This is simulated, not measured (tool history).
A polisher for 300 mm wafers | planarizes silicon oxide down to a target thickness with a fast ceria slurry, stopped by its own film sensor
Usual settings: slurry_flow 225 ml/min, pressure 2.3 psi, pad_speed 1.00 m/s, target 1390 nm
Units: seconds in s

run   hour  slurry_flow  pressure  pad_speed  target  incoming thickness of the incoming film, nm  seconds
  1    0.0          225       2.3       1.18    1318                                       2212.3     68.6
  2   13.2          225       2.3       1.00    1390                                       2171.8     72.3
      47.8  -- worn pad replaced by a new one
  3   48.3          225       2.3       1.00    1390                                       2250.4     74.9
  4  102.8          225       2.3       1.00    1390                                       2218.4     74.4
  5  116.5          225       2.3       1.00    1390                                       2229.2     77.6
     127.1  -- worn pad replaced by a new one
  6  137.8          225       2.3       1.00    1390                                       2191.0     70.1
  7  169.5          225       2.3       1.00    1390                                       2208.2     74.5
  8  186.1          225       2.3       1.00    1390                                       2218.5     75.5
     207.9  -- worn pad replaced by a new one
  9  212.9          225       2.7       1.00    1624                                       2202.4     43.2
     222.9  -- head pressure recalibrated
     244.4  -- slurry nozzle cleaned
 10  245.6          180       2.3       1.28    1292                                       2170.9     64.2
 11  279.3          225       2.3       1.00    1390                                       2206.1     76.6
     294.0  -- worn pad replaced by a new one
 12  300.3          195       2.3       1.24    1480                                       2249.8     54.9
 13  326.0          225       2.3       1.00    1390                                       2197.6     72.4
 14  359.1          255       2.3       1.36    1390                                       2208.3     55.1
 15  374.1          185       2.3       1.00    1390                                       2213.9     79.0

The tool's hidden state at each run:
slurry flow missing at the pad, %: 0 in every run
deviation of the head's pressure from its setpoint, %: 0 in every run
H1: removal rate lost through wear of the pad, %
run     H1
  1   4.95
  2   6.06
  3  0.347
  4   4.94
  5   6.09
  6   1.88
  7   4.55
  8   5.95
  9  0.826
 10   3.58
 11   6.42
 12  0.758
 13   2.92
 14   5.71
 15   6.97
